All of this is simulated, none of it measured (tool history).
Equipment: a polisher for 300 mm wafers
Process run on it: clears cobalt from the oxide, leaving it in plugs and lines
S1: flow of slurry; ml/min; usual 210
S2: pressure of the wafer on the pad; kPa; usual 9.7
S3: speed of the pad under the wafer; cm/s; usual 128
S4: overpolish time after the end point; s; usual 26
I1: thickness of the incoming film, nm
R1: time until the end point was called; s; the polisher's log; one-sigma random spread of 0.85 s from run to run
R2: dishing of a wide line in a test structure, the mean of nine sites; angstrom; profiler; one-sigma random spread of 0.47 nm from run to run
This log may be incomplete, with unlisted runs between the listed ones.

run	hour	S1	S2	S3	S4	I1	R1	R2
1	0	210	9.7	128	26	191	50.1	405
2	56.5	210	9.7	128	26	191.3	54.1	406
# hour 85.3: head pressure recalibrated
3	116.8	210	9.7	128	26	192.8	53.6	406
# hour 163.9: worn pad replaced by a new one
4	172.1	210	9.7	128	26	186.7	47.7	407
5	211.6	210	9.7	128	18	188.7	50.6	348
6	262.2	210	9.7	128	18	190.9	56	342
7	309.4	210	9.7	128	26	190.7	55	390
8	362.2	210	9.7	128	26	188.2	53.9	395
# hour 374.2: worn pad replaced by a new one
9	411.6	210	9.7	128	26	191	53	395
10	455.4	210	9.7	128	26	189.2	54.8	394
11	491.5	210	9.7	128	26	191.4	57.1	384
# hour 577.4: worn pad replaced by a new one
# hour 579: slurry nozzle cleaned
12	579.9	140	11.7	98	13	187.1	49.2	304
13	623.5	210	7.6	128	12	188.1	59.4	250
14	673.3	210	9.7	128	26	190.2	51.2	415
15	733.4	280	6.9	152	39	192.1	60.8	430
# hour 774.8: worn pad replaced by a new one
16	777.7	210	9.7	128	26	191.2	48.5	410
# hour 797.6: head pressure recalibrated
17	833.3	210	9.7	128	26	193.5	52.6	404
18	883.8	210	8.3	150	26	190.4	55.7	399
19	947.8	160	12.4	128	26	191.4	43.2	421
20	986.7	165	9.7	128	41	188.6	56.8	436
# hour 993.2: worn pad replaced by a new one
21	1056	170	12.4	110	26	187.5	45.4	413
22	1084.5	155	11.7	108	31	189	52.8	417
23	1116.1	250	10.3	108	26	188.7	54.1	399

Below are 5 alternative next runs, each starting from the tool's condition after run 23. Predict each:
A	1116.5	270	9.7	128	26	190.3	?	?
B	1116.5	210	9.7	84	40	190.3	?	?
C	1116.5	210	9.7	128	36	190.3	?	?
D	1116.5	150	11.7	128	17	190.3	?	?
E	1116.5	190	9	90	13	190.3	?	?

run	R1	R2
A	50.6	399
B	71.2	411
C	52.6	427
D	46.6	352
E	74.5	232
Stripped of hidden state, with their random variation kept, the same runs would have yielded:
run	R1	R2
A	43.9	415
B	61.2	426
C	45.3	438
D	39.5	376
E	63.8	257

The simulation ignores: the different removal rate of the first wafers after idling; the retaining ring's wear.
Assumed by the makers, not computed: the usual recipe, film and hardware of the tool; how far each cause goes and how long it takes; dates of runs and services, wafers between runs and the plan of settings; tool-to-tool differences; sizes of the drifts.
